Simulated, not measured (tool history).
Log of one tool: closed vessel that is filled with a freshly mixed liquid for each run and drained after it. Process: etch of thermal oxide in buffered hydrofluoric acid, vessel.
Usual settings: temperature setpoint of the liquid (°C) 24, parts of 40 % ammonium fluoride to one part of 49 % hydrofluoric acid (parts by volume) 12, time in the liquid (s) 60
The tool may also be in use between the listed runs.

| run | hour | temperature setpoint of the liquid (°C) | parts of 40 % ammonium fluoride to one part of 49 % hydrofluoric acid (parts by volume) | time in the liquid (s) | read-back film thickness of the thermal oxide reference wafer, read on the same gauge (nm) | thickness taken off the thermal oxide on a monitor wafer (nm) |
|---|---|---|---|---|---|---|
| 1 | 0 | 24 | 12 | 35 | 70 | 36.49 |
| 2 | 13.4 | 24 | 12 | 60 | 70 | 62.18 |
| 3 | 29.3 | 24 | 12 | 60 | 70 | 63.75 |
| 4 | 47.1 | 24 | 12 | 60 | 69.99 | 62.28 |
|  | 72.3 | hydrofluoric acid flow meter replaced |
| 5 | 75.1 | 24 | 12 | 60 | 69.99 | 54.95 |
| 6 | 92 | 24 | 12 | 60 | 70 | 55.2 |
| 7 | 104.1 | 24 | 12 | 60 | 70 | 55.24 |
| 8 | 117.7 | 24 | 12 | 60 | 69.96 | 54.78 |
| 9 | 133.3 | 24 | 12 | 60 | 69.99 | 55.65 |
|  | 135.7 | thermometer replaced |
| 10 | 149.4 | 24 | 12 | 60 | 70.01 | 55.44 |
|  | 155.5 | gauge calibrated |
| 11 | 163.8 | 24 | 12 | 60 | 69.97 | 55.66 |
| 12 | 170.1 | 24 | 12 | 60 | 70.02 | 55.44 |
| 13 | 179 | 24 | 9.5 | 60 | 70 | 68.45 |
| 14 | 185.5 | 24 | 12 | 60 | 69.99 | 55.93 |
| 15 | 198 | 24 | 12 | 60 | 69.99 | 56.14 |
| 16 | 206.7 | 24 | 12 | 60 | 70 | 55.85 |
| 17 | 213.6 | 24 | 12 | 85 | 70 | 78.88 |
| 18 | 253.1 | 24 | 12 | 60 | 70.01 | 55.31 |
| 19 | 260 | 24 | 12 | 60 | 70 | 55.2 |
| 20 | 266.9 | 24 | 12 | 60 | 70.01 | 55.55 |
| 21 | 275.9 | 21 | 12 | 45 | 70.03 | 35.43 |
| 22 | 292.3 | 29 | 16 | 80 | 70.01 | 73.95 |
| 23 | 307.5 | 22 | 16.5 | 40 | 70.03 | 24.65 |
| 24 | 320.3 | 25.5 | 8.5 | 40 | 69.96 | 55.09 |
| 25 | 326.3 | 24 | 12 | 60 | 70.02 | 55.04 |
| 26 | 333.8 | 24 | 15.5 | 40 | 70.01 | 28.79 |
| 27 | 346.7 | 21.5 | 16.5 | 45 | 69.99 | 26.82 |
| 28 | 360.5 | 24 | 12 | 75 | 69.98 | 69.95 |

Run 29 comes next. What will it give?
| 29 | 372.1 | 28 | 12 | 60 | ? | ? |

read-back film thickness of the thermal oxide reference wafer, read on the same gauge (nm): 69.99
thickness taken off the thermal oxide on a monitor wafer (nm): 69.78
Without the tool's hidden state the same run would have given thickness taken off the thermal oxide on a monitor wafer (nm) 68.56.
